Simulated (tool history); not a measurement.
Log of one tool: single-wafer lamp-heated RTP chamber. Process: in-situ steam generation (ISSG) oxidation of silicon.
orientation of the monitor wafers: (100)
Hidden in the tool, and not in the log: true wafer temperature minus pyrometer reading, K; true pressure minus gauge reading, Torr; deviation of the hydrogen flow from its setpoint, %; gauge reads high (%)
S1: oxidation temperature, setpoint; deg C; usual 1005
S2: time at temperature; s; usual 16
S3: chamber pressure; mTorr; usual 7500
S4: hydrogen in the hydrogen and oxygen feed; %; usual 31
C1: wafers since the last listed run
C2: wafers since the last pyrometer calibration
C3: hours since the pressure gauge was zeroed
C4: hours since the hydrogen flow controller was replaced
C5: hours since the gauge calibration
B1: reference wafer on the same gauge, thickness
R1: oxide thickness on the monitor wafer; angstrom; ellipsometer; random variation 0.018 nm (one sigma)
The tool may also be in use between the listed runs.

{"run": 1, "hour": 0.0, "S1": 1005, "S2": 16, "S3": 7500, "S4": 31, "C1": 0, "C2": 456, "C3": 3275.7, "C4": 5415.1, "C5": 2.5, "B1": 5.86, "R1": 52.52}
{"run": 2, "hour": 15.6, "S1": 1005, "S2": 16, "S3": 7500, "S4": 31, "C1": 144, "C2": 600, "C3": 3291.3, "C4": 5430.7, "C5": 18.1, "B1": 5.859, "R1": 52.84}
{"run": 3, "hour": 50.7, "S1": 1005, "S2": 16, "S3": 7500, "S4": 31, "C1": 325, "C2": 926, "C3": 3326.4, "C4": 5465.8, "C5": 53.2, "B1": 5.858, "R1": 52.87}
{"run": 4, "hour": 67.2, "S1": 1005, "S2": 16, "S3": 7500, "S4": 31, "C1": 152, "C2": 1079, "C3": 3342.9, "C4": 5482.3, "C5": 69.7, "B1": 5.866, "R1": 53.02}
{"run": 5, "hour": 95.4, "S1": 1005, "S2": 16, "S3": 7500, "S4": 31, "C1": 261, "C2": 1340, "C3": 3371.1, "C4": 5510.5, "C5": 97.9, "B1": 5.855, "R1": 53.21}
{"run": 6, "hour": 116.2, "S1": 1005, "S2": 16, "S3": 7500, "S4": 31, "C1": 192, "C2": 1533, "C3": 3391.9, "C4": 5531.3, "C5": 118.7, "B1": 5.855, "R1": 53.58}
{"run": 7, "hour": 145.4, "S1": 1005, "S2": 16, "S3": 7500, "S4": 31, "C1": 270, "C2": 1803, "C3": 3421.1, "C4": 5560.5, "C5": 147.9, "B1": 5.857, "R1": 53.67}
{"run": 8, "hour": 160.7, "S1": 1005, "S2": 16, "S3": 7500, "S4": 31, "C1": 141, "C2": 1945, "C3": 3436.4, "C4": 5575.8, "C5": 163.2, "B1": 5.864, "R1": 53.8}
{"run": 9, "hour": 189.4, "S1": 1005, "S2": 16, "S3": 7500, "S4": 31, "C1": 265, "C2": 2211, "C3": 3465.1, "C4": 5604.5, "C5": 191.9, "B1": 5.864, "R1": 54.43}
{"hour": 208.4, "done": "pyrometer window cleaned and pyrometer calibrated"}
{"run": 10, "hour": 273.4, "S1": 1005, "S2": 16, "S3": 7500, "S4": 31, "C1": 704, "C2": 602, "C3": 3549.1, "C4": 5688.5, "C5": 275.9, "B1": 5.855, "R1": 52.4}
{"run": 11, "hour": 295.4, "S1": 1005, "S2": 16, "S3": 7500, "S4": 31, "C1": 203, "C2": 806, "C3": 3571.1, "C4": 5710.5, "C5": 297.9, "B1": 5.853, "R1": 52.93}
{"run": 12, "hour": 322.4, "S1": 1005, "S2": 21, "S3": 7500, "S4": 31, "C1": 250, "C2": 1056, "C3": 3598.1, "C4": 5737.5, "C5": 324.9, "B1": 5.864, "R1": 60.03}
{"hour": 341.5, "done": "hydrogen flow controller replaced"}
{"run": 13, "hour": 342.0, "S1": 1005, "S2": 13, "S3": 6900, "S4": 24, "C1": 107, "C2": 1164, "C3": 3617.7, "C4": 0.5, "C5": 344.5, "B1": 5.861, "R1": 44.89}
{"run": 14, "hour": 392.6, "S1": 1013, "S2": 21, "S3": 7500, "S4": 31, "C1": 468, "C2": 1633, "C3": 3668.3, "C4": 51.1, "C5": 395.1, "B1": 5.864, "R1": 62.48}
{"hour": 405.6, "done": "pressure gauge zeroed"}
{"run": 15, "hour": 406.1, "S1": 985, "S2": 16, "S3": 8500, "S4": 25, "C1": 50, "C2": 1684, "C3": 0.5, "C4": 64.6, "C5": 408.6, "B1": 5.862, "R1": 46.86}
{"hour": 424.5, "done": "pyrometer window cleaned and pyrometer calibrated"}
{"run": 16, "hour": 430.7, "S1": 1005, "S2": 16, "S3": 7500, "S4": 21, "C1": 153, "C2": 57, "C3": 25.1, "C4": 89.2, "C5": 433.2, "B1": 5.857, "R1": 47.39}
{"run": 17, "hour": 458.2, "S1": 1005, "S2": 16, "S3": 7500, "S4": 31, "C1": 254, "C2": 312, "C3": 52.6, "C4": 116.7, "C5": 460.7, "B1": 5.853, "R1": 52.81}
{"hour": 483.4, "done": "gauge calibrated"}
{"run": 18, "hour": 490.8, "S1": 1005, "S2": 16, "S3": 7500, "S4": 22, "C1": 302, "C2": 614, "C3": 85.2, "C4": 149.3, "C5": 7.4, "B1": 5.857, "R1": 48.18}
{"run": 19, "hour": 515.8, "S1": 1010, "S2": 20, "S3": 7500, "S4": 32, "C1": 231, "C2": 846, "C3": 110.2, "C4": 174.3, "C5": 32.4, "B1": 5.861, "R1": 60.39}
{"run": 20, "hour": 537.8, "S1": 1005, "S2": 16, "S3": 7500, "S4": 31, "C1": 203, "C2": 1050, "C3": 132.2, "C4": 196.3, "C5": 54.4, "B1": 5.86, "R1": 53.07}
{"run": 21, "hour": 568.2, "S1": 1005, "S2": 16, "S3": 7500, "S4": 31, "C1": 281, "C2": 1332, "C3": 162.6, "C4": 226.7, "C5": 84.8, "B1": 5.865, "R1": 53.31}
{"run": 22, "hour": 599.6, "S1": 987, "S2": 20, "S3": 7500, "S4": 32, "C1": 290, "C2": 1623, "C3": 194, "C4": 258.1, "C5": 116.2, "B1": 5.86, "R1": 55.4}
{"hour": 628.5, "done": "pyrometer window cleaned and pyrometer calibrated"}
{"run": 23, "hour": 629.1, "S1": 1005, "S2": 20, "S3": 7500, "S4": 31, "C1": 199, "C2": 5, "C3": 223.5, "C4": 287.6, "C5": 145.7, "B1": 5.861, "R1": 58.13}
{"run": 24, "hour": 659.2, "S1": 1010, "S2": 10, "S3": 7500, "S4": 31, "C1": 278, "C2": 284, "C3": 253.6, "C4": 317.7, "C5": 175.8, "B1": 5.858, "R1": 43.93}
{"run": 25, "hour": 689.5, "S1": 1019, "S2": 12, "S3": 7100, "S4": 32, "C1": 280, "C2": 565, "C3": 283.9, "C4": 348, "C5": 206.1, "B1": 5.858, "R1": 49.71}

What the log doesn't show, run by run:
true pressure minus gauge reading, Torr: 0 in every run
deviation of the hydrogen flow from its setpoint, %: 0 in every run
gauge reads high (%): 0 in every run
H1: true wafer temperature minus pyrometer reading, K
run=1 H1=1.21
run=2 H1=1.45
run=3 H1=2.26
run=4 H1=2.76
run=5 H1=3.78
run=6 H1=4.68
run=7 H1=6.14
run=8 H1=7.01
run=9 H1=8.8
run=10 H1=1.44
run=11 H1=1.9
run=12 H1=2.66
run=13 H1=3.34
run=14 H1=5.58
run=15 H1=6.29
run=16 H1=0.986
run=17 H1=1.14
run=18 H1=1.59
run=19 H1=2.14
run=20 H1=2.77
run=21 H1=3.86
run=22 H1=5.25
run=23 H1=0.276
run=24 H1=0.407
run=25 H1=0.795
